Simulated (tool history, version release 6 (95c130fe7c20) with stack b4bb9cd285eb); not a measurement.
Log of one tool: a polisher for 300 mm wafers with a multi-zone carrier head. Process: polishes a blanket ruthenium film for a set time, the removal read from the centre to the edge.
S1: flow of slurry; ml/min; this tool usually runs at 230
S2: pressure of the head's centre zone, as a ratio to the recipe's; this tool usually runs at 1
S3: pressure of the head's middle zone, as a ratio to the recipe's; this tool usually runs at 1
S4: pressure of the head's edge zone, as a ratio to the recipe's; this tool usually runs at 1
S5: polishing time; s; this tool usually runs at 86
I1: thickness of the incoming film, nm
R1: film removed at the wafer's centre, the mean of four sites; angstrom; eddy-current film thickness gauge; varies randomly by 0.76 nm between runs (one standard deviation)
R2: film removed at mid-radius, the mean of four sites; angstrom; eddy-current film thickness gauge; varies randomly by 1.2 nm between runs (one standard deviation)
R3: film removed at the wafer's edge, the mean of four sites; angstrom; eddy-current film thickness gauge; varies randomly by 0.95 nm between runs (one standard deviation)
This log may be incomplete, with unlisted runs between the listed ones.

{"run": 1, "hour": 0.0, "S1": 230, "S2": 1, "S3": 1, "S4": 1, "S5": 86, "I1": 571.5, "R1": 811, "R2": 819, "R3": 858}
{"run": 2, "hour": 97.6, "S1": 230, "S2": 1, "S3": 1, "S4": 1, "S5": 86, "I1": 565.6, "R1": 788, "R2": 778, "R3": 835}
{"hour": 106.0, "done": "carrier head's membrane replaced by a new one"}
{"hour": 117.8, "done": "slurry nozzle cleaned"}
{"run": 3, "hour": 178.6, "S1": 230, "S2": 1, "S3": 1, "S4": 1, "S5": 86, "I1": 568.9, "R1": 871, "R2": 864, "R3": 905}
{"run": 4, "hour": 253.8, "S1": 230, "S2": 1, "S3": 1, "S4": 1, "S5": 86, "I1": 568, "R1": 866, "R2": 849, "R3": 910}
{"run": 5, "hour": 300.3, "S1": 230, "S2": 1, "S3": 1.11, "S4": 1.09, "S5": 86, "I1": 561.2, "R1": 870, "R2": 955, "R3": 917}
{"hour": 325.0, "done": "worn pad replaced by a new one"}
{"run": 6, "hour": 399.6, "S1": 300, "S2": 1, "S3": 1, "S4": 1, "S5": 95, "I1": 578, "R1": 982, "R2": 996, "R3": 1025}
{"run": 7, "hour": 458.0, "S1": 230, "S2": 1.06, "S3": 1.06, "S4": 0.95, "S5": 86, "I1": 560.2, "R1": 898, "R2": 921, "R3": 872}
{"run": 8, "hour": 532.5, "S1": 230, "S2": 1, "S3": 0.94, "S4": 1.09, "S5": 75, "I1": 575.9, "R1": 736, "R2": 719, "R3": 819}
{"hour": 538.9, "done": "carrier head's membrane replaced by a new one"}
{"hour": 568.9, "done": "centre zone pressure recalibrated"}
{"run": 9, "hour": 610.2, "S1": 230, "S2": 1, "S3": 1, "S4": 1, "S5": 86, "I1": 567, "R1": 849, "R2": 865, "R3": 903}
{"run": 10, "hour": 652.1, "S1": 230, "S2": 0.91, "S3": 1, "S4": 1, "S5": 100, "I1": 573.9, "R1": 914, "R2": 1001, "R3": 1047}
{"run": 11, "hour": 748.3, "S1": 230, "S2": 1, "S3": 1, "S4": 1, "S5": 86, "I1": 572.5, "R1": 832, "R2": 823, "R3": 887}
{"run": 12, "hour": 837.9, "S1": 230, "S2": 1, "S3": 1, "S4": 1, "S5": 86, "I1": 574, "R1": 830, "R2": 839, "R3": 856}
{"hour": 840.8, "done": "edge zone pressure recalibrated"}
{"hour": 853.5, "done": "worn pad replaced by a new one"}
{"run": 13, "hour": 876.3, "S1": 230, "S2": 1.06, "S3": 1, "S4": 0.9, "S5": 75, "I1": 574, "R1": 741, "R2": 702, "R3": 713}
{"hour": 906.8, "done": "slurry nozzle cleaned"}
{"run": 14, "hour": 972.5, "S1": 230, "S2": 1, "S3": 0.91, "S4": 0.91, "S5": 64, "I1": 564.7, "R1": 646, "R2": 603, "R3": 634}
{"run": 15, "hour": 1026.5, "S1": 230, "S2": 1.1, "S3": 1, "S4": 1.1, "S5": 113, "I1": 566.6, "R1": 1207, "R2": 1166, "R3": 1236}
{"hour": 1061.8, "done": "carrier head's membrane replaced by a new one"}
{"run": 16, "hour": 1066.8, "S1": 230, "S2": 1, "S3": 1, "S4": 1, "S5": 57, "I1": 569.3, "R1": 570, "R2": 567, "R3": 607}
{"run": 17, "hour": 1121.2, "S1": 230, "S2": 1, "S3": 0.95, "S4": 0.88, "S5": 86, "I1": 567.2, "R1": 859, "R2": 827, "R3": 856}
{"run": 18, "hour": 1174.7, "S1": 230, "S2": 1, "S3": 1.09, "S4": 1, "S5": 86, "I1": 581.2, "R1": 872, "R2": 950, "R3": 894}
{"hour": 1241.8, "done": "centre zone pressure recalibrated"}
{"run": 19, "hour": 1264.4, "S1": 150, "S2": 1, "S3": 1, "S4": 1, "S5": 86, "I1": 567, "R1": 806, "R2": 814, "R3": 864}
{"run": 20, "hour": 1316.0, "S1": 230, "S2": 1, "S3": 1, "S4": 1, "S5": 86, "I1": 567.2, "R1": 864, "R2": 877, "R3": 913}
{"run": 21, "hour": 1409.2, "S1": 230, "S2": 1, "S3": 1, "S4": 1, "S5": 86, "I1": 569.7, "R1": 846, "R2": 849, "R3": 886}

5 ways to go on from here, each from the tool as it stands after run 21. What would each give?
{"run": "A", "hour": 1409.6, "S1": 230, "S2": 1, "S3": 1, "S4": 1, "S5": 86, "I1": 575.3, "R1": "?", "R2": "?", "R3": "?"}
{"run": "B", "hour": 1409.6, "S1": 175, "S2": 1.07, "S3": 1, "S4": 1, "S5": 78, "I1": 575.3, "R1": "?", "R2": "?", "R3": "?"}
{"run": "C", "hour": 1409.6, "S1": 230, "S2": 1, "S3": 1.04, "S4": 1, "S5": 86, "I1": 575.3, "R1": "?", "R2": "?", "R3": "?"}
{"run": "D", "hour": 1409.6, "S1": 300, "S2": 1, "S3": 1, "S4": 1, "S5": 113, "I1": 575.3, "R1": "?", "R2": "?", "R3": "?"}
{"run": "E", "hour": 1409.6, "S1": 205, "S2": 0.9, "S3": 1, "S4": 1, "S5": 86, "I1": 575.3, "R1": "?", "R2": "?", "R3": "?"}

run=A R1=856 R2=867 R3=892
run=B R1=781 R2=757 R3=787
run=C R1=856 R2=895 R3=892
run=D R1=1164 R2=1175 R3=1199
run=E R1=781 R2=855 R3=882
Take away the tool's hidden state, keep each run's random variation, and the runs would have read:
run=A R1=879 R2=889 R3=909
run=B R1=808 R2=781 R3=805
run=C R1=880 R2=918 R3=908
run=D R1=1189 R2=1199 R3=1217
run=E R1=805 R2=878 R3=900
